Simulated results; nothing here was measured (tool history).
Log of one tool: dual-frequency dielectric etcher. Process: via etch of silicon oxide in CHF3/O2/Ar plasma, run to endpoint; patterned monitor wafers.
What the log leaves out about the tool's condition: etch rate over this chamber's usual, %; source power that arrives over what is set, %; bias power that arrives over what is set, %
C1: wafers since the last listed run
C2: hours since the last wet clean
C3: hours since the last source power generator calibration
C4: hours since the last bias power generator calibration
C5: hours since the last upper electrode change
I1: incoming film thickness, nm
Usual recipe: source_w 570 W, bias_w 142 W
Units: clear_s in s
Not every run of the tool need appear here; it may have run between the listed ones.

run 1 day=0.000 | source_w=570 bias_w=142 | C1=0 C2=169.2 C3=3726.6 C4=3775.1 C5=5113.7 | I1=603.7 | clear_s=354.0
run 2 day=3.179 | source_w=570 bias_w=142 | C1=324 C2=245.5 C3=3802.9 C4=3851.4 C5=5190.0 | I1=593.7 | clear_s=347.0
run 3 day=5.579 | source_w=570 bias_w=142 | C1=245 C2=303.1 C3=3860.5 C4=3909.0 C5=5247.6 | I1=592.4 | clear_s=348.2
run 4 day=7.229 | source_w=570 bias_w=124 | C1=168 C2=342.7 C3=3900.1 C4=3948.6 C5=5287.2 | I1=601.5 | clear_s=363.1
run 5 day=8.808 | source_w=570 bias_w=142 | C1=161 C2=380.6 C3=3938.0 C4=3986.5 C5=5325.1 | I1=600.1 | clear_s=352.9
run 6 day=12.200 | source_w=570 bias_w=142 | C1=346 C2=462.0 C3=4019.4 C4=4067.9 C5=5406.5 | I1=593.1 | clear_s=348.6
run 7 day=13.871 | source_w=570 bias_w=142 | C1=170 C2=502.1 C3=4059.5 C4=4108.0 C5=5446.6 | I1=602.2 | clear_s=355.3
-- day=14.925 wet clean of the chamber
-- day=17.317 bias power generator calibrated
run 8 day=17.338 | source_w=570 bias_w=142 | C1=234 C2=57.9 C3=4142.7 C4=0.5 C5=5529.8 | I1=596.0 | clear_s=348.3
run 9 day=20.338 | source_w=570 bias_w=142 | C1=306 C2=129.9 C3=4214.7 C4=72.5 C5=5601.8 | I1=592.7 | clear_s=347.7
-- day=21.367 source power generator calibrated
run 10 day=21.858 | source_w=570 bias_w=169 | C1=138 C2=166.4 C3=11.8 C4=109.0 C5=5638.3 | I1=601.3 | clear_s=340.3
-- day=25.142 upper electrode replaced
run 11 day=25.162 | source_w=520 bias_w=167 | C1=235 C2=245.7 C3=91.1 C4=188.3 C5=0.5 | I1=602.2 | clear_s=353.5
run 12 day=27.388 | source_w=490 bias_w=142 | C1=227 C2=299.1 C3=144.5 C4=241.7 C5=53.9 | I1=597.9 | clear_s=371.6
run 13 day=31.133 | source_w=490 bias_w=160 | C1=382 C2=389.0 C3=234.4 C4=331.6 C5=143.8 | I1=597.8 | clear_s=364.9
run 14 day=34.138 | source_w=440 bias_w=142 | C1=306 C2=461.1 C3=306.5 C4=403.7 C5=215.9 | I1=603.0 | clear_s=394.6

Alternative continuations, all from the tool just after run 14; predict every row:
run A day=34.158 | source_w=570 bias_w=142 | C1=2 C2=461.6 C3=307.0 C4=404.2 C5=216.4 | I1=598.4 | clear_s=?
run B day=34.158 | source_w=570 bias_w=119 | C1=2 C2=461.6 C3=307.0 C4=404.2 C5=216.4 | I1=598.4 | clear_s=?
run C day=34.158 | source_w=570 bias_w=172 | C1=2 C2=461.6 C3=307.0 C4=404.2 C5=216.4 | I1=598.4 | clear_s=?

run=A clear_s=353.1
run=B clear_s=365.5
run=C clear_s=338.9
With the hidden condition removed and each run's random variation left untouched, the same runs would have given:
run=A clear_s=349.1
run=B clear_s=361.4
run=C clear_s=335.1

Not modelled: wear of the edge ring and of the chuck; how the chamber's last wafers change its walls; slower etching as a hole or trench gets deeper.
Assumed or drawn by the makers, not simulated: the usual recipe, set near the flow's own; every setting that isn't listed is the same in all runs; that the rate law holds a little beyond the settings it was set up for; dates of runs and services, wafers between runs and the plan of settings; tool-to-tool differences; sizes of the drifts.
